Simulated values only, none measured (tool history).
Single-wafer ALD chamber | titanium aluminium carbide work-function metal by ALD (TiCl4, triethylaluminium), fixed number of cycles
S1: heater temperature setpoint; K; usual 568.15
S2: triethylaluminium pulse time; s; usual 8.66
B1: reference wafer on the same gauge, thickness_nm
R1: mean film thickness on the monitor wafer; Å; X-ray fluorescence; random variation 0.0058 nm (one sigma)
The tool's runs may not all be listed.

{"run": 1, "hour": 0.0, "S1": 568.15, "S2": 8.66, "B1": 2.109, "R1": 20.74}
{"run": 2, "hour": 107.4, "S1": 568.15, "S2": 8.66, "B1": 2.109, "R1": 20.73}
{"run": 3, "hour": 187.8, "S1": 568.15, "S2": 8.66, "B1": 2.111, "R1": 20.65}
{"run": 4, "hour": 227.7, "S1": 559.15, "S2": 7.38, "B1": 2.11, "R1": 18.5}
{"run": 5, "hour": 263.8, "S1": 559.15, "S2": 7.38, "B1": 2.111, "R1": 18.46}
{"run": 6, "hour": 313.2, "S1": 568.15, "S2": 8.66, "B1": 2.11, "R1": 20.54}
{"run": 7, "hour": 440.0, "S1": 568.15, "S2": 8.66, "B1": 2.11, "R1": 20.34}
{"run": 8, "hour": 540.8, "S1": 568.15, "S2": 8.66, "B1": 2.11, "R1": 20.38}
{"run": 9, "hour": 690.8, "S1": 559.15, "S2": 8.66, "B1": 2.11, "R1": 19.37}
{"run": 10, "hour": 936.4, "S1": 559.15, "S2": 8.66, "B1": 2.11, "R1": 20.41}
{"run": 11, "hour": 1026.0, "S1": 565.15, "S2": 6.55, "B1": 2.11, "R1": 19.41}
{"run": 12, "hour": 1101.5, "S1": 565.15, "S2": 6.55, "B1": 2.11, "R1": 19.32}
{"run": 13, "hour": 1180.7, "S1": 565.15, "S2": 6.55, "B1": 2.11, "R1": 19.31}
{"run": 14, "hour": 1225.2, "S1": 568.15, "S2": 11.96, "B1": 2.109, "R1": 21.95}
{"run": 15, "hour": 1300.0, "S1": 580.15, "S2": 8.66, "B1": 2.11, "R1": 22.24}
{"run": 16, "hour": 1359.3, "S1": 568.15, "S2": 8.66, "B1": 2.109, "R1": 21.14}
{"run": 17, "hour": 1450.4, "S1": 561.15, "S2": 6.45, "B1": 2.112, "R1": 18.88}
{"run": 18, "hour": 1551.5, "S1": 568.15, "S2": 11.96, "B1": 2.111, "R1": 21.95}
{"run": 19, "hour": 1616.4, "S1": 558.15, "S2": 8.66, "B1": 2.109, "R1": 20.27}
{"run": 20, "hour": 1652.9, "S1": 561.15, "S2": 6.45, "B1": 2.11, "R1": 18.82}
{"run": 21, "hour": 1702.7, "S1": 568.15, "S2": 11.94, "B1": 2.109, "R1": 21.83}
{"run": 22, "hour": 1774.7, "S1": 560.15, "S2": 10.9, "B1": 2.11, "R1": 21.18}
{"run": 23, "hour": 1871.0, "S1": 582.15, "S2": 10.0, "B1": 2.109, "R1": 22.79}
{"run": 24, "hour": 1964.0, "S1": 568.15, "S2": 8.66, "B1": 2.11, "R1": 21.05}
{"run": 25, "hour": 2048.0, "S1": 558.15, "S2": 6.38, "B1": 2.11, "R1": 18.35}
{"run": 26, "hour": 2153.4, "S1": 568.15, "S2": 5.46, "B1": 2.11, "R1": 17.67}
{"run": 27, "hour": 2204.8, "S1": 568.15, "S2": 8.66, "B1": 2.11, "R1": 20.86}

Not shown: 4 entries that the log had between the listed runs. Between which runs, and how does the tool's hidden state differ before and after?
Between runs 9 and 10: thermocouple changed; heater temperature recalibrated (hour 698.8); triethylaluminium bottle replaced (hour 935.8)
  triethylaluminium dose above that of a fresh bottle (%): -13 -> -0.302
  measured less the result without the state, R1: -0.94 -> -0.02 Å
Between runs 10 and 11: showerhead replaced, of another model than before (hour 983.2)
  triethylaluminium dose above that of a fresh bottle (%): -0.302 -> -0.328
  measured less the result without the state, R1: -0.02 -> -0.03 Å
Between runs 15 and 16: gauge calibrated (hour 1308.8)
  triethylaluminium dose above that of a fresh bottle (%): -0.726 -> -0.876
  measured less the result without the state, R1: -0.03 -> -0.04 Å

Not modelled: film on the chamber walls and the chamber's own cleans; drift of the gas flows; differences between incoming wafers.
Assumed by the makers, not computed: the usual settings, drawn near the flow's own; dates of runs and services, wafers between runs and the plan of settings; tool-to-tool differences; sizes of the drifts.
